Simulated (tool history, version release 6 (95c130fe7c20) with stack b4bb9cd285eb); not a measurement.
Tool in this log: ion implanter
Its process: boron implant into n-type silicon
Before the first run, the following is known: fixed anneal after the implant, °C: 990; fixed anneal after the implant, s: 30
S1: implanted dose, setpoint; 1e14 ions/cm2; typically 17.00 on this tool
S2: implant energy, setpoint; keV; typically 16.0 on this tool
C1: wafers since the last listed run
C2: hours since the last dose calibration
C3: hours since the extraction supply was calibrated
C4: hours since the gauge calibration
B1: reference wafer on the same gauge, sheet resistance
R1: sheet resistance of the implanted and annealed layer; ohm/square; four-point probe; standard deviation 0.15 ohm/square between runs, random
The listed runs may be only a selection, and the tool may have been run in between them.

run,hour,S1,S2,C1,C2,C3,C4,B1,R1
1,0.0,17.00,17.5,0,714.3,2765.3,210.3,109.40,95.24
2,28.2,17.00,17.5,402,742.5,2793.5,238.5,109.41,95.45
3,45.8,17.00,17.5,251,760.1,2811.1,256.1,109.40,95.04
4,61.8,17.00,16.0,228,776.1,2827.1,272.1,109.38,97.86
5,95.4,17.00,16.0,480,809.7,2860.7,305.7,109.40,97.69
6,116.1,17.00,16.0,295,830.4,2881.4,326.4,109.41,97.73
7,144.5,17.00,16.0,405,858.8,2909.8,354.8,109.36,97.28
8,166.3,17.00,16.0,311,880.6,2931.6,376.6,109.37,97.86
# hour 201.8: extraction supply calibrated
9,205.5,17.00,16.0,445,919.8,3.7,415.8,109.39,97.52
# hour 215.5: gauge calibrated
10,235.8,17.00,16.0,432,950.1,34.0,20.3,109.46,97.37
11,263.9,13.49,14.0,401,978.2,62.1,48.4,109.42,113.30
12,278.4,20.81,16.0,207,992.7,76.6,62.9,109.33,90.02
13,305.1,13.36,21.0,381,1019.4,103.3,89.6,109.45,104.54
14,318.6,18.81,16.0,192,1032.9,116.8,103.1,109.44,93.35
# hour 333.3: Faraday cup replaced and dose calibrated
15,342.1,14.33,17.5,221,8.8,140.3,126.6,109.40,105.38
16,368.0,15.29,13.0,370,34.7,166.2,152.5,109.38,110.50
17,389.6,17.00,16.0,308,56.3,187.8,174.1,109.40,98.58
18,424.8,17.00,16.0,502,91.5,223.0,209.3,109.44,98.57
19,439.0,14.71,16.0,202,105.7,237.2,223.5,109.32,105.92
20,462.2,17.00,10.5,331,128.9,260.4,246.7,109.34,115.05
21,494.4,17.00,16.0,460,161.1,292.6,278.9,109.46,98.42
22,516.2,17.00,16.0,311,182.9,314.4,300.7,109.37,98.30
23,545.9,17.00,16.0,424,212.6,344.1,330.4,109.41,98.32

Forecast each of these 4 alternatives for the next run:
A,546.3,17.00,19.5,5,213.0,344.5,330.8,?,?
B,546.3,15.63,14.0,5,213.0,344.5,330.8,?,?
C,546.3,14.10,19.0,5,213.0,344.5,330.8,?,?
D,546.3,21.58,16.0,5,213.0,344.5,330.8,?,?

run,B1,R1
A,109.43,92.78
B,109.43,106.32
C,109.43,104.09
D,109.43,89.13
With no hidden state in the tool, these same runs would have given:
run,R1
A,93.41
B,106.91
C,104.90
D,89.51
